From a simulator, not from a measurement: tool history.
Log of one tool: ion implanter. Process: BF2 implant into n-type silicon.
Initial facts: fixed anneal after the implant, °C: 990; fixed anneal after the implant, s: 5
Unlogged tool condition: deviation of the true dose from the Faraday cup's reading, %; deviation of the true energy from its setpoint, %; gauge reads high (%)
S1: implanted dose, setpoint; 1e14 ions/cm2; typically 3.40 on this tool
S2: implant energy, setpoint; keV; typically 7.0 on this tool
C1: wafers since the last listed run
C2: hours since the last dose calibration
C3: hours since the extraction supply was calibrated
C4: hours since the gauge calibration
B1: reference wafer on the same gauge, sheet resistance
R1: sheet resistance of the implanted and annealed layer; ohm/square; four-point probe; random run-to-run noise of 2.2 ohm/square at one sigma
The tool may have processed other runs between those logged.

Run 1, day 0.000: usual settings; C1 0; C2 720.7; C3 1605.1; C4 255.0; B1 470.74. Result: R1 590.19 ohm/square.
Run 2, day 2.475: usual settings; C1 650; C2 780.1; C3 1664.5; C4 314.4; B1 471.13. Result: R1 587.72 ohm/square.
Run 3, day 4.058: usual settings; C1 415; C2 818.1; C3 1702.5; C4 352.4; B1 471.21. Result: R1 591.04 ohm/square.
Run 4, day 5.521: usual settings; C1 384; C2 853.2; C3 1737.6; C4 387.5; B1 471.23. Result: R1 591.75 ohm/square.
Run 5, day 7.471: usual settings but S2 8.5 keV; C1 512; C2 900.0; C3 1784.4; C4 434.3; B1 471.04. Result: R1 533.32 ohm/square.
Run 6, day 8.958: usual settings but S2 8.5 keV; C1 390; C2 935.7; C3 1820.1; C4 470.0; B1 471.20. Result: R1 537.51 ohm/square.
Run 7, day 11.579: usual settings but S2 8.5 keV; C1 688; C2 998.6; C3 1883.0; C4 532.9; B1 470.31. Result: R1 535.53 ohm/square.
Run 8, day 13.717: usual settings; C1 561; C2 1049.9; C3 1934.3; C4 584.2; B1 471.11. Result: R1 586.49 ohm/square.
Run 9, day 14.725: usual settings but S1 3.61 1e14 ions/cm2, S2 7.5 keV; C1 264; C2 1074.1; C3 1958.5; C4 608.4; B1 470.76. Result: R1 558.81 ohm/square.
Run 10, day 16.646: usual settings but S1 3.61 1e14 ions/cm2, S2 7.5 keV; C1 504; C2 1120.2; C3 2004.6; C4 654.5; B1 470.85. Result: R1 556.64 ohm/square.
Run 11, day 18.312: usual settings but S1 3.61 1e14 ions/cm2, S2 7.5 keV; C1 437; C2 1160.2; C3 2044.6; C4 694.5; B1 471.40. Result: R1 559.52 ohm/square.
Run 12, day 20.438: usual settings but S2 9.0 keV; C1 558; C2 1211.2; C3 2095.6; C4 745.5; B1 471.25. Result: R1 519.90 ohm/square.
Run 13, day 22.450: usual settings but S2 9.0 keV; C1 528; C2 1259.5; C3 2143.9; C4 793.8; B1 471.19. Result: R1 523.09 ohm/square.
Run 14, day 24.304: usual settings but S2 6.0 keV; C1 487; C2 1304.0; C3 2188.4; C4 838.3; B1 470.98. Result: R1 646.73 ohm/square.
Run 15, day 25.583: usual settings but S2 6.0 keV; C1 336; C2 1334.7; C3 2219.1; C4 869.0; B1 470.66. Result: R1 647.06 ohm/square.
Run 16, day 26.983: usual settings but S2 6.0 keV; C1 367; C2 1368.3; C3 2252.7; C4 902.6; B1 471.15. Result: R1 649.81 ohm/square.
Run 17, day 28.988: usual settings; C1 526; C2 1416.4; C3 2300.8; C4 950.7; B1 470.87. Result: R1 596.06 ohm/square.
Run 18, day 30.325: usual settings; C1 351; C2 1448.5; C3 2332.9; C4 982.8; B1 471.49. Result: R1 594.65 ohm/square.
At day 30.750: Faraday cup replaced and dose calibrated.
Run 19, day 32.258: usual settings; C1 420; C2 36.2; C3 2379.3; C4 1029.2; B1 470.63. Result: R1 588.24 ohm/square.
Run 20, day 33.417: usual settings but S1 4.11 1e14 ions/cm2, S2 5.5 keV; C1 304; C2 64.0; C3 2407.1; C4 1057.0; B1 471.41. Result: R1 626.42 ohm/square.
At day 34.988: extraction supply calibrated.
Run 21, day 35.767: usual settings but S1 2.46 1e14 ions/cm2; C1 529; C2 120.4; C3 18.7; C4 1113.4; B1 470.97. Result: R1 678.19 ohm/square.
Run 22, day 37.379: usual settings but S1 2.75 1e14 ions/cm2, S2 8.0 keV; C1 423; C2 159.1; C3 57.4; C4 1152.1; B1 471.48. Result: R1 598.12 ohm/square.
Run 23, day 38.550: usual settings but S2 8.0 keV; C1 307; C2 187.2; C3 85.5; C4 1180.2; B1 471.19. Result: R1 542.86 ohm/square.
Run 24, day 41.142: usual settings but S1 4.22 1e14 ions/cm2, S2 9.0 keV; C1 680; C2 249.4; C3 147.7; C4 1242.4; B1 471.61. Result: R1 475.03 ohm/square.
Run 25, day 43.933: usual settings; C1 733; C2 316.4; C3 214.7; C4 1309.4; B1 470.71. Result: R1 582.47 ohm/square.
At day 45.029: gauge calibrated.
Run 26, day 46.333: usual settings but S1 2.54 1e14 ions/cm2, S2 8.5 keV; C1 630; C2 374.0; C3 272.3; C4 31.3; B1 471.29. Result: R1 610.70 ohm/square.
Run 27, day 47.829: usual settings; C1 392; C2 409.9; C3 308.2; C4 67.2; B1 471.30. Result: R1 583.56 ohm/square.
Run 28, day 50.196: usual settings but S1 3.89 1e14 ions/cm2; C1 621; C2 466.7; C3 365.0; C4 124.0; B1 470.85. Result: R1 559.88 ohm/square.
Run 29, day 52.858: usual settings but S1 2.72 1e14 ions/cm2, S2 9.0 keV; C1 699; C2 530.6; C3 428.9; C4 187.9; B1 471.21. Result: R1 570.84 ohm/square.
Run 30, day 55.392: usual settings but S1 2.91 1e14 ions/cm2; C1 665; C2 591.4; C3 489.7; C4 248.7; B1 470.80. Result: R1 627.61 ohm/square.
Run 31, day 57.429: usual settings but S1 2.81 1e14 ions/cm2, S2 9.5 keV; C1 535; C2 640.3; C3 538.6; C4 297.6; B1 471.11. Result: R1 552.98 ohm/square.
Run 32, day 59.500: usual settings; C1 544; C2 690.0; C3 588.3; C4 347.3; B1 471.19. Result: R1 584.57 ohm/square.
Run 33, day 60.846: usual settings; C1 353; C2 722.3; C3 620.6; C4 379.6; B1 471.26. Result: R1 586.04 ohm/square.
Run 34, day 62.233: usual settings; C1 364; C2 755.6; C3 653.9; C4 412.9; B1 470.75. Result: R1 589.27 ohm/square.
Run 35, day 64.571: usual settings but S1 3.91 1e14 ions/cm2; C1 614; C2 811.7; C3 710.0; C4 469.0; B1 470.72. Result: R1 559.04 ohm/square.
Run 36, day 65.871: usual settings but S1 2.99 1e14 ions/cm2, S2 6.0 keV; C1 341; C2 842.9; C3 741.2; C4 500.2; B1 471.08. Result: R1 668.49 ohm/square.

Each run again, without the hidden state but with its own random variation kept:
run      R1
  1  585.91
  2  583.10
  3  586.15
  4  586.61
  5  528.08
  6  531.97
  7  529.53
  8  579.88
  9  552.61
 10  550.08
 11  552.58
 12  512.07
 13  514.73
 14  636.98
 15  636.94
 16  639.25
 17  585.56
 18  583.79
 19  588.69
 20  626.84
 21  678.80
 22  598.60
 23  543.17
 24  475.17
 25  582.53
 26  610.57
 27  583.37
 28  559.55
 29  569.95
 30  626.50
 31  551.44
 32  583.18
 33  584.46
 34  587.49
 35  557.27
 36  665.70
